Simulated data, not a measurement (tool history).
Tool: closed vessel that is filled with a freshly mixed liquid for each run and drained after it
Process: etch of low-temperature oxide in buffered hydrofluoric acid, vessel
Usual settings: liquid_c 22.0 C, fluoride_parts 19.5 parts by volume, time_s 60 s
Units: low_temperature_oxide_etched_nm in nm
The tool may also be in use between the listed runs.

run    hour  liquid_c  fluoride_parts  time_s  wafers since the last listed run  hours since the thermometer was replaced  hours since the hydrofluoric acid flow meter was replaced  hours since the gauge calibration  read-back film thickness of the low-temperature oxide reference wafer, read on the same gauge (nm)  low_temperature_oxide_etched_nm
  1     0.0      22.0            19.5      60                                 0                                     223.5                                                      161.2                             2414.3                                                                                              139.99                            97.14
  2    69.7      22.0            19.5      60                             10211                                     293.2                                                      230.9                             2484.0                                                                                              139.99                            98.44
  3   170.4      22.0            19.5      60                             14753                                     393.9                                                      331.6                             2584.7                                                                                              140.01                            97.12
  4   216.5      22.0            19.5      60                              6753                                     440.0                                                      377.7                             2630.8                                                                                              140.00                            95.86
  5   285.7      22.0            17.5      60                             10138                                     509.2                                                      446.9                             2700.0                                                                                              139.99                           106.31
  6   322.0      22.0            17.5      60                              5318                                     545.5                                                      483.2                             2736.3                                                                                              140.01                           106.86
  7   368.1      22.0            17.5      60                              6753                                     591.6                                                      529.3                             2782.4                                                                                              140.01                           106.06
  8   417.1      22.0            22.5      30                              7178                                     640.6                                                      578.3                             2831.4                                                                                              139.98                            42.24
      453.0  -- thermometer replaced
  9   501.6      26.5            19.5      45                             12233                                      48.6                                                      662.8                             2915.9                                                                                              139.99                            99.60
 10   546.7      22.0            24.5      50                              6607                                      93.7                                                      707.9                             2961.0                                                                                              140.00                            71.07
 11   595.2      22.0            19.5      60                              7105                                     142.2                                                      756.4                             3009.5                                                                                              139.98                           102.07
 12   671.0      25.0            19.5      75                             11105                                     218.0                                                      832.2                             3085.3                                                                                              140.00                           150.87
 13   716.5      22.0            19.5      90                              6665                                     263.5                                                      877.7                             3130.8                                                                                              140.00                           151.47
      801.4  -- gauge calibrated
 14   863.3      22.0            12.5      30                             21506                                     410.3                                                     1024.5                               61.9                                                                                              139.98                            78.76
 15   921.7      22.0            22.0      60                              8555                                     468.7                                                     1082.9                              120.3                                                                                              140.01                            88.08
 16  1019.4      22.0            19.5      60                             14313                                     566.4                                                     1180.6                              218.0                                                                                              140.00                           100.16
 17  1071.6      22.0            26.5      60                              7647                                     618.6                                                     1232.8                              270.2                                                                                              139.99                            79.46
     1106.6  -- thermometer replaced
 18  1121.3      22.0            24.0      60                              7134                                      14.7                                                     1282.5                              319.9                                                                                              140.01                            88.83
 19  1162.2      22.0            26.5      60                              5992                                      55.6                                                     1323.4                              360.8                                                                                              140.01                            82.08
     1382.0  -- hydrofluoric acid flow meter replaced
 20  1475.2      22.0            17.0      40                             45709                                     368.6                                                       93.2                              673.8                                                                                              140.01                            72.65
 21  1529.2      20.0            16.5      85                              7911                                     422.6                                                      147.2                              727.8                                                                                              140.02                           140.66
 22  1568.9      18.0            12.0      85                              5816                                     462.3                                                      186.9                              767.5                                                                                              140.01                           169.51
 23  1654.5      22.0            26.0      40                             12540                                     547.9                                                      272.5                              853.1                                                                                              139.99                            50.62
 24  1722.0      22.0            19.5      60                              9889                                     615.4                                                      340.0                              920.6                                                                                              139.97                            90.76
 25  1776.8      19.0            19.5      60                              8028                                     670.2                                                      394.8                              975.4                                                                                              140.02                            76.99
 26  1817.2      24.5            22.0      30                              5918                                     710.6                                                      435.2                             1015.8                                                                                              140.00                            47.94
 27  1888.7      22.0            19.5      60                             10475                                     782.1                                                      506.7                             1087.3                                                                                              140.00                            94.38
     1891.8  -- thermometer replaced
 28  1954.4      24.5            16.5      60                              9478                                      62.6                                                      572.4                             1153.0                                                                                              140.01                           139.06
 29  2022.7      26.5            19.5      60                             10006                                     130.9                                                      640.7                             1221.3                                                                                              139.98                           129.06
 30  2101.1      26.0            27.0      60                             11485                                     209.3                                                      719.1                             1299.7                                                                                              139.99                            95.77
 31  2154.9      26.5            13.5      85                              7881                                     263.1                                                      772.9                             1353.5                                                                                              140.00                           260.49

Hidden state or all else? Some run-to-run changes of low_temperature_oxide_etched_nm, split into what the settings, what came in and random variation would give without the hidden state, and what is left for the hidden state (with any gauge scatter that isn't in both results):
The hidden state here: liquid colder than its thermometer reads (K); hydrofluoric acid flow above the setpoint (%); gauge reads high (%).
Run 13 -> 14: fluoride_parts 19.5 -> 12.5, time_s 90 -> 30, gauge calibrated. low_temperature_oxide_etched_nm -72.71 nm: hidden state -2.34, all else -70.37.
Run 19 -> 20: fluoride_parts 26.5 -> 17.0, time_s 60 -> 40, hydrofluoric acid flow meter replaced. low_temperature_oxide_etched_nm -9.43 nm: hidden state -7.17, all else -2.26.
Run 22 -> 23: liquid_c 18.0 -> 22.0, fluoride_parts 12.0 -> 26.0, time_s 85 -> 40. low_temperature_oxide_etched_nm -118.89 nm: hidden state +7.14, all else -126.03.
Run 27 -> 28: liquid_c 22.0 -> 24.5, fluoride_parts 19.5 -> 16.5, thermometer replaced. low_temperature_oxide_etched_nm +44.68 nm: hidden state +10.37, all else +34.31.
Run 30 -> 31: liquid_c 26.0 -> 26.5, fluoride_parts 27.0 -> 13.5, time_s 60 -> 85. low_temperature_oxide_etched_nm +164.72 nm: hidden state +2.55, all else +162.17.

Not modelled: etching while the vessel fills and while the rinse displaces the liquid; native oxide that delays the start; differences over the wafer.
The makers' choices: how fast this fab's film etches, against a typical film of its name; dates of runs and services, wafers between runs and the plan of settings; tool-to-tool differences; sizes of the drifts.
